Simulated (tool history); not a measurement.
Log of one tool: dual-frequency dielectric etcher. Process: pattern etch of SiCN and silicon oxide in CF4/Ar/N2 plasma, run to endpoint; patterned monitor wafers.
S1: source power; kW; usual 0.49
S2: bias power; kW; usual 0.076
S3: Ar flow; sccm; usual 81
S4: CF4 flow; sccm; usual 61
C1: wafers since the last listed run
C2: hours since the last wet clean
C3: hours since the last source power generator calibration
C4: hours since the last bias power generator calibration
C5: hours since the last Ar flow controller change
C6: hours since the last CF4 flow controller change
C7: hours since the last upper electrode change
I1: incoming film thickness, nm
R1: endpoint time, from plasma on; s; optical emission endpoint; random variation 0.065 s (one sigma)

Run 1, hour 0: usual settings; C1 0; C2 415.4; C3 2351.5; C4 4932.3; C5 3735.2; C6 4277.4; C7 27.4; I1 13.92. Result: R1 15 s.
Run 2, hour 23.5: usual settings; C1 331; C2 438.9; C3 2375; C4 4955.8; C5 3758.7; C6 4300.9; C7 50.9; I1 13.95. Result: R1 14.9 s.
Run 3, hour 58: usual settings but S2 0.063 kW, S4 73 sccm; C1 485; C2 473.4; C3 2409.5; C4 4990.3; C5 3793.2; C6 4335.4; C7 85.4; I1 13.88. Result: R1 15.5 s.
At hour 76.6: bias power generator calibrated.
Run 4, hour 77.1: usual settings; C1 212; C2 492.5; C3 2428.6; C4 0.5; C5 3812.3; C6 4354.5; C7 104.5; I1 14.02. Result: R1 14.8 s.
Run 5, hour 93.4: usual settings but S1 0.45 kW, S3 72 sccm; C1 229; C2 508.8; C3 2444.9; C4 16.8; C5 3828.6; C6 4370.8; C7 120.8; I1 13.96. Result: R1 16.2 s.
Run 6, hour 124.1: usual settings but S3 63 sccm; C1 432; C2 539.5; C3 2475.6; C4 47.5; C5 3859.3; C6 4401.5; C7 151.5; I1 13.95. Result: R1 14.3 s.
Run 7, hour 150.9: usual settings; C1 377; C2 566.3; C3 2502.4; C4 74.3; C5 3886.1; C6 4428.3; C7 178.3; I1 13.97. Result: R1 14.9 s.
Run 8, hour 180.7: usual settings but S3 88 sccm, S4 68 sccm; C1 419; C2 596.1; C3 2532.2; C4 104.1; C5 3915.9; C6 4458.1; C7 208.1; I1 14.07. Result: R1 14.9 s.
At hour 233.8: wet clean of the chamber.
Run 9, hour 234.3: usual settings but S4 66 sccm; C1 416; C2 0.5; C3 2585.8; C4 157.7; C5 3969.5; C6 4511.7; C7 261.7; I1 13.95. Result: R1 15 s.
Run 10, hour 249.6: usual settings but S1 0.54 kW, S3 92 sccm, S4 57 sccm; C1 215; C2 15.8; C3 2601.1; C4 173; C5 3984.8; C6 4527; C7 277; I1 13.99. Result: R1 13.9 s.
Run 11, hour 275.9: usual settings but S1 0.6 kW, S2 0.089 kW, S4 56 sccm; C1 370; C2 42.1; C3 2627.4; C4 199.3; C5 4011.1; C6 4553.3; C7 303.3; I1 13.97. Result: R1 11.5 s.
At hour 291.1: Ar flow controller replaced.
At hour 302: CF4 flow controller replaced.
Run 12, hour 305.7: usual settings but S4 66 sccm; C1 250; C2 71.9; C3 2657.2; C4 229.1; C5 14.6; C6 3.7; C7 333.1; I1 13.91. Result: R1 14.8 s.
Run 13, hour 323.6: usual settings but S2 0.095 kW; C1 252; C2 89.8; C3 2675.1; C4 247; C5 32.5; C6 21.6; C7 351; I1 13.85. Result: R1 13.6 s.
At hour 354.2: source power generator calibrated.
Run 14, hour 354.7: usual settings but S3 94 sccm, S4 50 sccm; C1 381; C2 120.9; C3 0.5; C4 278.1; C5 63.6; C6 52.7; C7 382.1; I1 13.81. Result: R1 16.3 s.
Run 15, hour 374: usual settings but S3 94 sccm; C1 271; C2 140.2; C3 19.8; C4 297.4; C5 82.9; C6 72; C7 401.4; I1 13.97. Result: R1 16 s.
Run 16, hour 393.5: usual settings but S4 53 sccm; C1 274; C2 159.7; C3 39.3; C4 316.9; C5 102.4; C6 91.5; C7 420.9; I1 13.91. Result: R1 15.9 s.
Run 17, hour 428.4: usual settings but S1 0.37 kW, S3 94 sccm, S4 73 sccm; C1 491; C2 194.6; C3 74.2; C4 351.8; C5 137.3; C6 126.4; C7 455.8; I1 14.01. Result: R1 21.7 s.
Run 18, hour 443: usual settings but S3 89 sccm, S4 51 sccm; C1 205; C2 209.2; C3 88.8; C4 366.4; C5 151.9; C6 141; C7 470.4; I1 13.93. Result: R1 16.3 s.
Run 19, hour 460.9: usual settings but S3 70 sccm, S4 49 sccm; C1 252; C2 227.1; C3 106.7; C4 384.3; C5 169.8; C6 158.9; C7 488.3; I1 13.98. Result: R1 15.9 s.
Run 20, hour 496.6: usual settings but S1 0.37 kW; C1 502; C2 262.8; C3 142.4; C4 420; C5 205.5; C6 194.6; C7 524; I1 14. Result: R1 21.8 s.
Run 21, hour 528.5: usual settings but S1 0.52 kW; C1 449; C2 294.7; C3 174.3; C4 451.9; C5 237.4; C6 226.5; C7 555.9; I1 13.9. Result: R1 14.5 s.
Run 22, hour 552.3: usual settings but S1 0.52 kW; C1 335; C2 318.5; C3 198.1; C4 475.7; C5 261.2; C6 250.3; C7 579.7; I1 13.97. Result: R1 14.5 s.
Run 23, hour 585.4: usual settings but S2 0.087 kW, S3 68 sccm, S4 56 sccm; C1 466; C2 351.6; C3 231.2; C4 508.8; C5 294.3; C6 283.4; C7 612.8; I1 13.94. Result: R1 14.6 s.

Forecast each of these 5 alternatives for the next run:
Run A, hour 585.8: usual settings; C1 5; C2 352; C3 231.6; C4 509.2; C5 294.7; C6 283.8; C7 613.2; I1 13.9. Result: R1 ?.
Run B, hour 585.8: usual settings but S1 0.57 kW, S3 73 sccm, S4 52 sccm; C1 5; C2 352; C3 231.6; C4 509.2; C5 294.7; C6 283.8; C7 613.2; I1 13.9. Result: R1 ?.
Run C, hour 585.8: usual settings but S2 0.083 kW, S3 74 sccm, S4 74 sccm; C1 5; C2 352; C3 231.6; C4 509.2; C5 294.7; C6 283.8; C7 613.2; I1 13.9. Result: R1 ?.
Run D, hour 585.8: usual settings but S1 0.41 kW, S2 0.065 kW; C1 5; C2 352; C3 231.6; C4 509.2; C5 294.7; C6 283.8; C7 613.2; I1 13.9. Result: R1 ?.
Run E, hour 585.8: usual settings but S1 0.42 kW, S2 0.088 kW, S3 65 sccm; C1 5; C2 352; C3 231.6; C4 509.2; C5 294.7; C6 283.8; C7 613.2; I1 13.9. Result: R1 ?.

run    R1
  A  15.6
  B  13.3
  C  14.5
  D  20.4
  E  17.1
Without the tool's hidden state the same runs would have given:
run    R1
  A  15.8
  B  13.6
  C  14.7
  D  20.7
  E  17.4
